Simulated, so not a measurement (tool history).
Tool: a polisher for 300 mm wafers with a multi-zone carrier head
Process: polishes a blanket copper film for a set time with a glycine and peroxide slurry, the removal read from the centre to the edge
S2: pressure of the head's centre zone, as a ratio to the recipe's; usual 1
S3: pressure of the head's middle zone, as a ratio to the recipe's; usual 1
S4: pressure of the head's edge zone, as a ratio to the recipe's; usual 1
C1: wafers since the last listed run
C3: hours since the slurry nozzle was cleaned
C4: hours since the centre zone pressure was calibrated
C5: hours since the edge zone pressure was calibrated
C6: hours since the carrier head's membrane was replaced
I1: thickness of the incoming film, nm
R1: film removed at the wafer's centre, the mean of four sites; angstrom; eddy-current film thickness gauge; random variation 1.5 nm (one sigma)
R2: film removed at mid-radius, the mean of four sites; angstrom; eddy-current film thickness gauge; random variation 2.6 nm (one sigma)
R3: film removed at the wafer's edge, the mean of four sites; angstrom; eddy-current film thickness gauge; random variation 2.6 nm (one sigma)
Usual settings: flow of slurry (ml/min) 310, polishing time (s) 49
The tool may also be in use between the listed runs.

Run 1, day 0: usual settings but S4 1.07; C1 0; wafers polished on this pad 1445; C3 683.5; C4 122.1; C5 317; C6 1605; I1 1871.9. Result: R1 1917 angstrom, R2 1933 angstrom, R3 1909 angstrom.
At day 2.962: carrier head's membrane replaced by a new one.
Run 2, day 4.425: usual settings but flow of slurry (ml/min) 420, S2 1.11, S3 0.9, polishing time (s) 64; C1 984; wafers polished on this pad 2430; C3 789.7; C4 228.3; C5 423.2; C6 35.1; I1 1908.3. Result: R1 2901 angstrom, R2 2384 angstrom, R3 2534 angstrom.
At day 5.208: slurry nozzle cleaned.
Run 3, day 7.071: usual settings but polishing time (s) 37; C1 608; wafers polished on this pad 3038; C3 44.7; C4 291.8; C5 486.7; C6 98.6; I1 1907.5. Result: R1 1470 angstrom, R2 1490 angstrom, R3 1469 angstrom.
Run 4, day 10.333: usual settings but S2 0.9; C1 761; wafers polished on this pad 3800; C3 123; C4 370.1; C5 565; C6 176.9; I1 1864. Result: R1 1715 angstrom, R2 1956 angstrom, R3 1902 angstrom.
Run 5, day 13.162: usual settings; C1 660; wafers polished on this pad 4460; C3 190.9; C4 438; C5 632.9; C6 244.8; I1 1880.2. Result: R1 1932 angstrom, R2 1970 angstrom, R3 1964 angstrom.
Run 6, day 21.742: usual settings but S3 0.9, S4 1.05; C1 2003; wafers polished on this pad 6463; C3 396.8; C4 643.9; C5 838.8; C6 450.7; I1 1877.6. Result: R1 1917 angstrom, R2 1858 angstrom, R3 1940 angstrom.
Run 7, day 24.383: usual settings but S2 0.91, S3 1.11; C1 616; wafers polished on this pad 7080; C3 460.2; C4 707.3; C5 902.2; C6 514.1; I1 1871.9. Result: R1 1772 angstrom, R2 2144 angstrom, R3 1840 angstrom.
At day 25.912: edge zone pressure recalibrated.
At day 26.225: worn pad replaced by a new one.
Run 8, day 27.45: usual settings; C1 657; wafers polished on this pad 286; C3 533.8; C4 780.9; C5 36.9; C6 587.7; I1 1871.6. Result: R1 1958 angstrom, R2 1952 angstrom, R3 1929 angstrom.
Run 9, day 31.567: usual settings; C1 961; wafers polished on this pad 1247; C3 632.6; C4 879.7; C5 135.7; C6 686.5; I1 1865.8. Result: R1 1948 angstrom, R2 1945 angstrom, R3 1877 angstrom.
Run 10, day 33.317: usual settings but S3 1.08; C1 408; wafers polished on this pad 1655; C3 674.6; C4 921.7; C5 177.7; C6 728.5; I1 1865. Result: R1 1943 angstrom, R2 2061 angstrom, R3 1896 angstrom.
Run 11, day 35.125: usual settings but flow of slurry (ml/min) 345, S3 0.96, S4 1.11; C1 422; wafers polished on this pad 2078; C3 718; C4 965.1; C5 221.1; C6 771.9; I1 1859. Result: R1 1915 angstrom, R2 1947 angstrom, R3 1963 angstrom.
At day 38.379: slurry nozzle cleaned.
Run 12, day 39.179: usual settings but S2 1.09; C1 936; wafers polished on this pad 3015; C3 19.2; C4 1062.4; C5 318.4; C6 869.2; I1 1893.2. Result: R1 2081 angstrom, R2 1984 angstrom, R3 1901 angstrom.
Run 13, day 43.471: usual settings; C1 1002; wafers polished on this pad 4017; C3 122.2; C4 1165.4; C5 421.4; C6 972.2; I1 1895.7. Result: R1 1929 angstrom, R2 1967 angstrom, R3 1897 angstrom.
Run 14, day 45.108: usual settings but S2 1.05, S3 1.05, S4 1.12; C1 382; wafers polished on this pad 4399; C3 161.5; C4 1204.7; C5 460.7; C6 1011.5; I1 1857.2. Result: R1 2036 angstrom, R2 2055 angstrom, R3 1998 angstrom.
At day 46.304: centre zone pressure recalibrated.
Run 15, day 47.675: usual settings but flow of slurry (ml/min) 200; C1 579; wafers polished on this pad 4979; C3 223.1; C4 32.9; C5 522.3; C6 1073.1; I1 1899.4. Result: R1 1830 angstrom, R2 1860 angstrom, R3 1849 angstrom.
Run 16, day 50.883: usual settings but S2 1.09, S3 0.89, polishing time (s) 54; C1 749; wafers polished on this pad 5728; C3 300.1; C4 109.9; C5 599.3; C6 1150.1; I1 1903.8. Result: R1 2314 angstrom, R2 1929 angstrom, R3 2081 angstrom.
At day 57.704: edge zone pressure recalibrated.
At day 58.275: worn pad replaced by a new one.
Run 17, day 63.442: usual settings but S2 0.95; C1 2873; wafers polished on this pad 1205; C3 601.5; C4 411.3; C5 137.7; C6 1451.5; I1 1868.5. Result: R1 1849 angstrom, R2 1933 angstrom, R3 1898 angstrom.
At day 64.412: slurry nozzle cleaned.
Run 18, day 65.779: usual settings but polishing time (s) 56; C1 536; wafers polished on this pad 1741; C3 32.8; C4 467.4; C5 193.8; C6 1507.6; I1 1845.7. Result: R1 2177 angstrom, R2 2188 angstrom, R3 2166 angstrom.
Run 19, day 67.983: usual settings but S3 0.91; C1 514; wafers polished on this pad 2256; C3 85.7; C4 520.3; C5 246.7; C6 1560.5; I1 1866.7. Result: R1 1918 angstrom, R2 1789 angstrom, R3 1915 angstrom.
At day 72.292: carrier head's membrane replaced by a new one.
Run 20, day 72.408: usual settings but flow of slurry (ml/min) 265, polishing time (s) 41; C1 984; wafers polished on this pad 3241; C3 191.9; C4 626.5; C5 352.9; C6 2.8; I1 1894.9. Result: R1 1617 angstrom, R2 1622 angstrom, R3 1555 angstrom.
Run 21, day 73.983: usual settings but S2 1.11, polishing time (s) 58; C1 367; wafers polished on this pad 3608; C3 229.7; C4 664.3; C5 390.7; C6 40.6; I1 1871.7. Result: R1 2565 angstrom, R2 2346 angstrom, R3 2249 angstrom.
Run 22, day 77.317: usual settings but polishing time (s) 60; C1 778; wafers polished on this pad 4387; C3 309.7; C4 744.3; C5 470.7; C6 120.6; I1 1881.5. Result: R1 2364 angstrom, R2 2372 angstrom, R3 2325 angstrom.
Run 23, day 80.679: usual settings but flow of slurry (ml/min) 380, S3 1.05, polishing time (s) 63; C1 785; wafers polished on this pad 5172; C3 390.4; C4 825; C5 551.4; C6 201.3; I1 1869.3. Result: R1 2529 angstrom, R2 2616 angstrom, R3 2468 angstrom.

Forecast each of these 3 alternatives for the next run:
Run A, day 80.696: usual settings but S3 0.95; C1 3; wafers polished on this pad 5176; C3 390.8; C4 825.4; C5 551.8; C6 201.7; I1 1869. Result: R1 ?, R2 ?, R3 ?.
Run B, day 80.696: usual settings but S2 0.95, S3 1.04; C1 3; wafers polished on this pad 5176; C3 390.8; C4 825.4; C5 551.8; C6 201.7; I1 1869. Result: R1 ?, R2 ?, R3 ?.
Run C, day 80.696: usual settings but flow of slurry (ml/min) 210, S3 0.9, S4 0.89, polishing time (s) 64; C1 3; wafers polished on this pad 5176; C3 390.8; C4 825.4; C5 551.8; C6 201.7; I1 1869. Result: R1 ?, R2 ?, R3 ?.

run    R1    R2    R3
  A  1918  1882  1922
  B  1823  2011  1920
  C  2391  2269  2354
Without the tool's hidden state the same runs would have given:
run    R1    R2    R3
  A  1918  1882  1922
  B  1823  2011  1920
  C  2391  2269  2354

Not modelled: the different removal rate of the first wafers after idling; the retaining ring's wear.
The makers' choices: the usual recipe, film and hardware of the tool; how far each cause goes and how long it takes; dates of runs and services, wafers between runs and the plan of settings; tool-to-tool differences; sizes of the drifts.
